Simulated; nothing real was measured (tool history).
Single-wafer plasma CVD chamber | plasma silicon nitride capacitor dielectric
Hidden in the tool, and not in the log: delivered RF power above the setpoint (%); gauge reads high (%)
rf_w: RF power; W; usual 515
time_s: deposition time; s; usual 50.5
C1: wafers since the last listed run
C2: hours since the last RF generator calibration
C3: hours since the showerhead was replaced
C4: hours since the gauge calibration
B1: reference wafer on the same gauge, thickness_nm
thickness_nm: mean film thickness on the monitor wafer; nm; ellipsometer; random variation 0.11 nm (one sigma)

{"run": 1, "hour": 0.0, "rf_w": 575, "time_s": 56.5, "C1": 0, "C2": 1599.8, "C3": 5806.6, "C4": 186.5, "B1": 86.339, "thickness_nm": 83.487}
{"run": 2, "hour": 12.1, "rf_w": 575, "time_s": 56.5, "C1": 306, "C2": 1611.9, "C3": 5818.7, "C4": 198.6, "B1": 86.317, "thickness_nm": 83.552}
{"run": 3, "hour": 19.2, "rf_w": 515, "time_s": 50.5, "C1": 180, "C2": 1619.0, "C3": 5825.8, "C4": 205.7, "B1": 86.325, "thickness_nm": 71.645}
{"run": 4, "hour": 31.5, "rf_w": 515, "time_s": 50.5, "C1": 312, "C2": 1631.3, "C3": 5838.1, "C4": 218.0, "B1": 86.283, "thickness_nm": 71.716}
{"run": 5, "hour": 46.6, "rf_w": 490, "time_s": 42.5, "C1": 383, "C2": 1646.4, "C3": 5853.2, "C4": 233.1, "B1": 86.239, "thickness_nm": 59.045}
{"run": 6, "hour": 62.2, "rf_w": 515, "time_s": 57.5, "C1": 395, "C2": 1662.0, "C3": 5868.8, "C4": 248.7, "B1": 86.258, "thickness_nm": 81.511}
{"run": 7, "hour": 79.6, "rf_w": 515, "time_s": 55.4, "C1": 441, "C2": 1679.4, "C3": 5886.2, "C4": 266.1, "B1": 86.338, "thickness_nm": 78.491}
{"hour": 108.0, "done": "RF generator calibrated"}
{"run": 8, "hour": 108.5, "rf_w": 515, "time_s": 55.4, "C1": 530, "C2": 0.5, "C3": 5915.1, "C4": 295.0, "B1": 86.325, "thickness_nm": 81.264}
{"run": 9, "hour": 120.0, "rf_w": 515, "time_s": 50.5, "C1": 291, "C2": 12.0, "C3": 5926.6, "C4": 306.5, "B1": 86.298, "thickness_nm": 74.189}
{"run": 10, "hour": 137.4, "rf_w": 515, "time_s": 50.5, "C1": 441, "C2": 29.4, "C3": 5944.0, "C4": 323.9, "B1": 86.309, "thickness_nm": 74.122}
{"run": 11, "hour": 144.8, "rf_w": 515, "time_s": 50.5, "C1": 187, "C2": 36.8, "C3": 5951.4, "C4": 331.3, "B1": 86.316, "thickness_nm": 74.072}
{"hour": 170.2, "done": "showerhead replaced"}
{"run": 12, "hour": 170.7, "rf_w": 515, "time_s": 50.5, "C1": 454, "C2": 62.7, "C3": 0.5, "C4": 357.2, "B1": 86.273, "thickness_nm": 73.947}
{"run": 13, "hour": 188.9, "rf_w": 485, "time_s": 60.0, "C1": 461, "C2": 80.9, "C3": 18.7, "C4": 375.4, "B1": 86.276, "thickness_nm": 86.015}
{"run": 14, "hour": 196.7, "rf_w": 515, "time_s": 45.7, "C1": 197, "C2": 88.7, "C3": 26.5, "C4": 383.2, "B1": 86.291, "thickness_nm": 66.75}
{"run": 15, "hour": 204.8, "rf_w": 575, "time_s": 50.5, "C1": 205, "C2": 96.8, "C3": 34.6, "C4": 391.3, "B1": 86.298, "thickness_nm": 76.941}
{"hour": 214.5, "done": "gauge calibrated"}
{"run": 16, "hour": 256.1, "rf_w": 490, "time_s": 42.5, "C1": 1301, "C2": 148.1, "C3": 85.9, "C4": 41.6, "B1": 86.307, "thickness_nm": 60.917}
{"run": 17, "hour": 267.8, "rf_w": 470, "time_s": 46.5, "C1": 296, "C2": 159.8, "C3": 97.6, "C4": 53.3, "B1": 86.293, "thickness_nm": 65.425}
{"run": 18, "hour": 277.4, "rf_w": 515, "time_s": 57.5, "C1": 243, "C2": 169.4, "C3": 107.2, "C4": 62.9, "B1": 86.306, "thickness_nm": 83.802}
{"run": 19, "hour": 289.5, "rf_w": 445, "time_s": 59.7, "C1": 306, "C2": 181.5, "C3": 119.3, "C4": 75.0, "B1": 86.32, "thickness_nm": 82.332}
{"run": 20, "hour": 296.8, "rf_w": 590, "time_s": 50.5, "C1": 185, "C2": 188.8, "C3": 126.6, "C4": 82.3, "B1": 86.302, "thickness_nm": 77.348}
{"run": 21, "hour": 311.2, "rf_w": 515, "time_s": 50.5, "C1": 365, "C2": 203.2, "C3": 141.0, "C4": 96.7, "B1": 86.287, "thickness_nm": 73.663}
{"run": 22, "hour": 323.3, "rf_w": 515, "time_s": 50.5, "C1": 306, "C2": 215.3, "C3": 153.1, "C4": 108.8, "B1": 86.301, "thickness_nm": 73.56}
{"run": 23, "hour": 331.7, "rf_w": 560, "time_s": 44.9, "C1": 213, "C2": 223.7, "C3": 161.5, "C4": 117.2, "B1": 86.296, "thickness_nm": 67.371}
{"run": 24, "hour": 345.4, "rf_w": 610, "time_s": 42.4, "C1": 347, "C2": 237.4, "C3": 175.2, "C4": 130.9, "B1": 86.284, "thickness_nm": 65.548}

The same runs without the tool's hidden state, with the same run-to-run variation:
run=1 thickness_nm=86.476
run=2 thickness_nm=86.548
run=3 thickness_nm=74.216
run=4 thickness_nm=74.293
run=5 thickness_nm=61.172
run=6 thickness_nm=84.452
run=7 thickness_nm=81.328
run=8 thickness_nm=81.329
run=9 thickness_nm=74.289
run=10 thickness_nm=74.281
run=11 thickness_nm=74.257
run=12 thickness_nm=74.218
run=13 thickness_nm=86.398
run=14 thickness_nm=67.069
run=15 thickness_nm=77.336
run=16 thickness_nm=61.356
run=17 thickness_nm=65.926
run=18 thickness_nm=84.475
run=19 thickness_nm=83.031
run=20 thickness_nm=78.026
run=21 thickness_nm=74.347
run=22 thickness_nm=74.275
run=23 thickness_nm=68.046
run=24 thickness_nm=66.237
